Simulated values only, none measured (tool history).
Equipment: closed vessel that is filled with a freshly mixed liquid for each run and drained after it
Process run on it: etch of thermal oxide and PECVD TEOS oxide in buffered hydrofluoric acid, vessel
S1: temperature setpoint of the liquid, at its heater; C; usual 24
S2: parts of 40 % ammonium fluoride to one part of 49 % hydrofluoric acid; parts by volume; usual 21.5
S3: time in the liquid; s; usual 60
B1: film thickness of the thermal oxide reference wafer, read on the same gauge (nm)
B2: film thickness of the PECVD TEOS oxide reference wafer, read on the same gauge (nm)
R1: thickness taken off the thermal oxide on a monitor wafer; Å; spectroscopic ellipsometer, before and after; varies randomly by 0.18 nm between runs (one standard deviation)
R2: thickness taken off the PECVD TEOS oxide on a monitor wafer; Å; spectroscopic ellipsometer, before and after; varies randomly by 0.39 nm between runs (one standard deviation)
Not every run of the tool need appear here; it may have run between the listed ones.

run,hour,S1,S2,S3,B1,B2,R1,R2
1,0,24,21.5,80,90.96,101.08,402.1,998.6
2,49.9,24,21.5,80,91.15,101.29,404.6,1012.5
# hour 75: hydrofluoric acid flow meter replaced
3,89.1,24,21.5,80,91.29,101.44,404.5,1017.4
4,127.7,24,21.5,60,91.42,101.59,301.4,758.1
5,199.5,24,26.5,60,91.69,101.86,262.5,658.1
6,237,24,26.5,60,91.81,102,264.2,660.2
# hour 273.6: gauge calibrated
7,289.7,24,21.5,60,89.91,99.91,298.4,747.5
8,352.5,29,21.5,90,90.16,100.19,587.9,1480
9,419.1,24,21.5,60,90.39,100.42,298.4,752.7
# hour 427.4: thermometer replaced
10,461.3,26,26.5,85,90.53,100.58,408.6,1031.9
11,496.7,24,21.5,60,90.67,100.74,299.6,753.7
# hour 515.1: hydrofluoric acid flow meter replaced
12,560.3,28.5,24,40,90.88,101,236.5,596.3
13,605.7,29,21.5,60,91.07,101.18,398.9,989.6
14,647.6,19.5,29.5,95,91.22,101.35,299.3,754

Hidden state or all else? Some run-to-run changes of R1, split into what the settings, what came in and random variation would give without the hidden state, and what is left for the hidden state (with any gauge scatter that isn't in both results):
Hidden state at play: liquid hotter than its thermometer reads (K); hydrofluoric acid flow below the setpoint (%); gauge reads high (%).
Run 6 -> 7: S2 26.5 -> 21.5, gauge calibrated. R1 +34.2 Å: hidden state -5.5, all else +39.7.
Run 7 -> 8: S1 24 -> 29, S3 60 -> 90. R1 +289.5 Å: hidden state +1.3, all else +288.2.
